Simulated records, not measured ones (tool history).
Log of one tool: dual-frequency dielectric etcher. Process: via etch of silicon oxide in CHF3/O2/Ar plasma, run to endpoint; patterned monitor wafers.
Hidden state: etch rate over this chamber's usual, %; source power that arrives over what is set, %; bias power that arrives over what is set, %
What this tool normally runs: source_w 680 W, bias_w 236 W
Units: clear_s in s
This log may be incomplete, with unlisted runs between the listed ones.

run    hour  source_w  bias_w  wafers since the last listed run  hours since the last wet clean  hours since the last source power generator calibration  hours since the last bias power generator calibration  hours since the last upper electrode change  incoming incoming film thickness, nm  clear_s
  1       0       680     236                                 0                           303.3                                                    478.6                                                   1161                                       2196.3                                 516.2    211.9
  2    96.5       780     236                               391                           399.8                                                    575.1                                                 1257.5                                       2292.8                                 510.7    201.1
      163.6  -- wet clean of the chamber, repeated, since the last time left the tool worse
  3   164.1       780     236                               176                             0.5                                                    642.7                                                 1325.1                                       2360.4                                 513.4    214.9
  4   255.6       820     202                               371                              92                                                    734.2                                                 1416.6                                       2451.9                                 515.6    218.4
  5   303.3       820     202                               193                           139.7                                                    781.9                                                 1464.3                                       2499.6                                 514.8    216.3
  6   358.3       720     216                               223                           194.7                                                    836.9                                                 1519.3                                       2554.6                                 508.8    221.5
  7   465.4       720     216                               434                           301.8                                                      944                                                 1626.4                                       2661.7                                 509.2    219.8
  8   522.8       680     236                               232                           359.2                                                   1001.4                                                 1683.8                                       2719.1                                 518.1    221.5
  9   610.4       680     236                               355                           446.8                                                     1089                                                 1771.4                                       2806.7                                 513.7    220.1
 10   647.4       720     270                               150                           483.8                                                     1126                                                 1808.4                                       2843.7                                 512.9    210.5
 11   688.1       610     279                               165                           524.5                                                   1166.7                                                 1849.1                                       2884.4                                 513.5    218.1
 12   729.3       680     195                               167                           565.7                                                   1207.9                                                 1890.3                                       2925.6                                 517.5    226.2
 13   819.7       620     195                               366                           656.1                                                   1298.3                                                 1980.7                                         3016                                 513.2    228.7
 14   891.8       630     254                               292                           728.2                                                   1370.4                                                 2052.8                                       3088.1                                 508.2    216.4
        988  -- wet clean of the chamber
 15   995.7       790     236                               324                             7.7                                                   1474.3                                                 2156.7                                         3192                                 514.2    215.2
     1228.2  -- bias power generator calibrated
 16  1296.9       600     199                              1205                           308.9                                                   1775.5                                                   68.7                                       3493.2                                 516.3    236.2
 17  1431.1       820     190                               544                           443.1                                                   1909.7                                                  202.9                                       3627.4                                 512.9    216.9
 18  1528.2       740     214                               393                           540.2                                                   2006.8                                                    300                                       3724.5                                 513.2    217.4
     1596.2  -- source power generator calibrated
     1648.6  -- wet clean of the chamber
 19  1649.1       740     190                               376                             0.5                                                     52.9                                                  420.9                                       3845.4                                 513.8      226
 20  1685.3       560     266                               146                            36.7                                                     89.1                                                  457.1                                       3881.6                                   519    231.9
 21  1793.2       680     236                               437                           144.6                                                      197                                                    565                                       3989.5                                 514.6    222.9
 22  1881.3       680     236                               357                           232.7                                                    285.1                                                  653.1                                       4077.6                                   511    219.8
 23  1958.7       730     202                               313                           310.1                                                    362.5                                                  730.5                                         4155                                 512.1    221.7
 24  2007.1       620     236                               196                           358.5                                                    410.9                                                  778.9                                       4203.4                                 512.4    223.9
     2044.6  -- upper electrode replaced
 25  2097.4       720     216                               268                           448.8                                                    501.2                                                  869.2                                         52.8                                 512.2    217.5
 26  2181.2       680     236                               339                           532.6                                                      585                                                    953                                        136.6                                 510.4      218
 27  2268.8       680     236                               355                           620.2                                                    672.6                                                 1040.6                                        224.2                                 511.2    217.2
       2305  -- wet clean of the chamber
 28  2362.6       550     197                               283                            57.6                                                    766.4                                                 1134.4                                          318                                 509.3    240.6
 29  2453.4       680     236                               368                           148.4                                                    857.2                                                 1225.2                                        408.8                                 505.3    218.6
 30  2514.1       760     292                               246                           209.1                                                    917.9                                                 1285.9                                        469.5                                   516    206.5
 31  2614.6       680     236                               407                           309.6                                                   1018.4                                                 1386.4                                          570                                 511.9    218.1
 32  2692.1       680     181                               314                           387.1                                                   1095.9                                                 1463.9                                        647.5                                 513.9    229.6
 33  2765.3       680     236                               296                           460.3                                                   1169.1                                                 1537.1                                        720.7                                 515.1    220.2
 34  2849.9       730     215                               343                           544.9                                                   1253.7                                                 1621.7                                        805.3                                 513.9    218.5

Alternative continuations, all from the tool just after run 34; predict every row:
  A  2850.4       530     236                                 2                           545.4                                                   1254.2                                                 1622.2                                        805.8                                 515.4        ?
  B  2850.4       800     198                                 2                           545.4                                                   1254.2                                                 1622.2                                        805.8                                 515.4        ?
  C  2850.4       770     263                                 2                           545.4                                                   1254.2                                                 1622.2                                        805.8                                 515.4        ?
  D  2850.4       810     290                                 2                           545.4                                                   1254.2                                                 1622.2                                        805.8                                 515.4        ?
  E  2850.4       600     291                                 2                           545.4                                                   1254.2                                                 1622.2                                        805.8                                 515.4        ?

run  clear_s
  A    233.8
  B    216.3
  C    207.5
  D    200.5
  E    217.2
The same runs, with their run-to-run variation unchanged, on a tool lacking any hidden condition would have given:
run  clear_s
  A    239.6
  B    221.7
  C    212.7
  D    205.5
  E    222.6
